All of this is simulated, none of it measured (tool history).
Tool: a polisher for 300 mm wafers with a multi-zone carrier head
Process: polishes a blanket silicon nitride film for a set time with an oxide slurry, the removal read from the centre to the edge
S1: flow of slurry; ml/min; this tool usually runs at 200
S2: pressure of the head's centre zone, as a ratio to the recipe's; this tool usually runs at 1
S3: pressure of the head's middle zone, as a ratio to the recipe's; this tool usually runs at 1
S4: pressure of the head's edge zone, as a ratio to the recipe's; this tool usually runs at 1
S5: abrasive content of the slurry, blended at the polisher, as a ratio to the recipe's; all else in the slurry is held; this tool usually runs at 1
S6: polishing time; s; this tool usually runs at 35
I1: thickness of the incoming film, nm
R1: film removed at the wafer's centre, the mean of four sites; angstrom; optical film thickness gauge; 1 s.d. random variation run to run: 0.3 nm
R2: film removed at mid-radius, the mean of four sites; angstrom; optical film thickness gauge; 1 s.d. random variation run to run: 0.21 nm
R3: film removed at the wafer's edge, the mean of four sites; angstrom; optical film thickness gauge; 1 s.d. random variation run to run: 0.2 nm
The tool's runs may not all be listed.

| run | hour | S1 | S2 | S3 | S4 | S5 | S6 | I1 | R1 | R2 | R3 |
|---|---|---|---|---|---|---|---|---|---|---|---|
| 1 | 0 | 230 | 1 | 1 | 1.06 | 1 | 35 | 273.1 | 239 | 238 | 254 |
| 2 | 53 | 200 | 1 | 1 | 1 | 1 | 35 | 269.1 | 232 | 234 | 244 |
| 3 | 85.5 | 200 | 0.94 | 1 | 1 | 1 | 35 | 271.5 | 217 | 231 | 242 |
| 4 | 149.5 | 200 | 1 | 1 | 1 | 1 | 35 | 271.7 | 233 | 232 | 244 |
| 5 | 208.2 | 200 | 1.06 | 1 | 0.89 | 0.8 | 35 | 269.8 | 225 | 217 | 211 |
| 6 | 278.3 | 200 | 1 | 1 | 1 | 1.25 | 35 | 274.3 | 251 | 252 | 265 |
| 7 | 303.2 | 200 | 1 | 1 | 1 | 0.8 | 39 | 270.5 | 241 | 236 | 253 |
| 8 | 339.7 | 200 | 1 | 1 | 0.97 | 1 | 44 | 274.3 | 293 | 290 | 302 |
|  | 358.2 | slurry nozzle cleaned |
| 9 | 380.2 | 260 | 1 | 1 | 1 | 1 | 26 | 265.6 | 177 | 180 | 184 |
|  | 414.6 | worn pad replaced by a new one |
| 10 | 446.7 | 200 | 1 | 1 | 1 | 1 | 35 | 271.8 | 235 | 232 | 242 |
| 11 | 486.8 | 200 | 1 | 1 | 0.89 | 0.9 | 35 | 270.2 | 226 | 226 | 223 |
|  | 533.7 | centre zone pressure recalibrated |
|  | 547.6 | edge zone pressure recalibrated |
| 12 | 553.1 | 200 | 1 | 1 | 1 | 1 | 35 | 271.6 | 235 | 232 | 240 |
|  | 575.2 | carrier head's membrane replaced by a new one |
| 13 | 622 | 200 | 1 | 1 | 0.89 | 1 | 35 | 269.8 | 234 | 232 | 230 |
| 14 | 693.8 | 200 | 0.91 | 1.09 | 1 | 1 | 40 | 272 | 242 | 286 | 277 |
| 15 | 759.5 | 260 | 1.08 | 1 | 1 | 1 | 40 | 272.1 | 296 | 277 | 288 |
| 16 | 805.5 | 260 | 1 | 1 | 0.92 | 1 | 26 | 268 | 180 | 179 | 178 |
|  | 855.9 | worn pad replaced by a new one |
| 17 | 865.8 | 200 | 1 | 1 | 1 | 1.15 | 35 | 268.4 | 243 | 243 | 257 |
| 18 | 896.5 | 200 | 1 | 1 | 1 | 1.1 | 35 | 269 | 238 | 241 | 249 |
|  | 927.2 | slurry nozzle cleaned |
| 19 | 1088.7 | 200 | 1 | 1 | 1 | 1 | 35 | 267.2 | 235 | 234 | 247 |
| 20 | 1113.6 | 175 | 1 | 0.97 | 1 | 1 | 29 | 265.9 | 184 | 186 | 197 |
| 21 | 1138 | 200 | 1 | 1.1 | 1.12 | 1 | 35 | 271.7 | 225 | 252 | 257 |
| 22 | 1173.8 | 200 | 1.06 | 0.94 | 1 | 1 | 35 | 270.6 | 247 | 222 | 243 |

Each row is a separate what-if for the run after 22, all from the same tool condition, not one after another. Results?
| A | 1174.2 | 200 | 1 | 1.05 | 1 | 1 | 35 | 276.3 | ? | ? | ? |
| B | 1174.2 | 200 | 1 | 1.12 | 1 | 1 | 35 | 276.3 | ? | ? | ? |
| C | 1174.2 | 200 | 1 | 1 | 1 | 1 | 46 | 276.3 | ? | ? | ? |
| D | 1174.2 | 200 | 1 | 1 | 1 | 1 | 42 | 276.3 | ? | ? | ? |

| run | R1 | R2 | R3 |
|---|---|---|---|
| A | 232 | 241 | 243 |
| B | 232 | 255 | 243 |
| C | 305 | 304 | 319 |
| D | 279 | 278 | 292 |
Without the tool's unlogged condition, the same runs would have read:
| run | R1 | R2 | R3 |
|---|---|---|---|
| A | 232 | 241 | 243 |
| B | 232 | 255 | 243 |
| C | 305 | 304 | 319 |
| D | 279 | 278 | 292 |

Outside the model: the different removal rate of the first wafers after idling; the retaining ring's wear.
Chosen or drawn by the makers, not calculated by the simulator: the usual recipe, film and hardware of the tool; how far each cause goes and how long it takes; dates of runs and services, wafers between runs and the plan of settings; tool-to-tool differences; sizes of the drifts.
